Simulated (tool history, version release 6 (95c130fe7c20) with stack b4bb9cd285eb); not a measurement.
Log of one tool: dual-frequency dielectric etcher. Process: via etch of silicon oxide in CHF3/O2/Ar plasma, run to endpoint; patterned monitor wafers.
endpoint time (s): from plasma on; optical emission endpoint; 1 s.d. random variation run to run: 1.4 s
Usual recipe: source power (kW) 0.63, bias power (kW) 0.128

run,hour,source power (kW),bias power (kW),"incoming incoming film thickness, nm",endpoint time (s)
1,0,0.71,0.128,682,361
2,14.5,0.71,0.128,681.5,360.7
3,26.3,0.71,0.128,687.4,359.8
4,40.9,0.63,0.128,686.5,383.1
5,56.9,0.63,0.128,678.4,381.7
6,65.9,0.63,0.128,684.9,388.1
# hour 76.8: source power generator calibrated
7,80.7,0.63,0.128,679.1,378.7
# hour 85.6: bias power generator calibrated
8,96,0.75,0.101,681.1,375.5
9,107.6,0.63,0.128,683.9,388.2
10,121.6,0.79,0.098,684,371.9
# hour 145.7: wet clean of the chamber
# hour 154.1: upper electrode replaced
11,154.6,0.73,0.152,675.1,325.7

Run 12 has not been measured yet. What should we expect?
12,155,0.73,0.128,681.5,?

endpoint time (s): 342.2
With no hidden state in the tool, this same run would have given endpoint time (s) 342.9.
